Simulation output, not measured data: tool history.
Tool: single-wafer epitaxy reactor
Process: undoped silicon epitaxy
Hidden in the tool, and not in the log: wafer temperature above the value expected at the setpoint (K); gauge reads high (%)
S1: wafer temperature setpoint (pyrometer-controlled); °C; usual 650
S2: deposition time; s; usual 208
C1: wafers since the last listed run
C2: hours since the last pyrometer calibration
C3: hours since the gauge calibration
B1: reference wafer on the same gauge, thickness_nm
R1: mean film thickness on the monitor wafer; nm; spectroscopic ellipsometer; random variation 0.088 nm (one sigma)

run   hour   S1   S2   C1      C2     C3      B1      R1
  1    0.0  650  208    0  2357.7  128.9  28.232  27.302
  2   10.4  650  208   82  2368.1  139.3  28.205  27.259
  3   21.1  650  208   84  2378.8  150.0  28.191  27.269
  4   31.2  650  208   79  2388.9  160.1  28.185  27.109
  5   41.8  650  208   83  2399.5  170.7  28.202  27.242
      42.7  -- gauge calibrated
  6   50.2  650  208   66  2407.9    7.5  28.212  27.263
  7   60.7  645  208   83  2418.4   18.0  28.218  24.002
  8   69.6  645  208   70  2427.3   26.9  28.191  24.028
  9   76.1  645  208   51  2433.8   33.4  28.218  24.015
 10   84.2  650  208   64  2441.9   41.5  28.216  27.262
 11   92.0  636  242   61  2449.7   49.3  28.182  22.068
 12  101.5  650  208   75  2459.2   58.8  28.179  27.310
 13  113.1  650  208   91  2470.8   70.4  28.214  27.196
 14  119.9  645  182   53  2477.6   77.2  28.184  20.937
 15  136.7  654  236  132  2494.4   94.0  28.217  34.032

The next listed run, before its measurement:
     146.0  -- pyrometer calibrated
 16  147.6  650  208  22  1.6  104.9   ?   ?

B1: 28.202
R1: 32.520 nm
Without the tool's hidden state the same run would have given R1 31.966 nm.
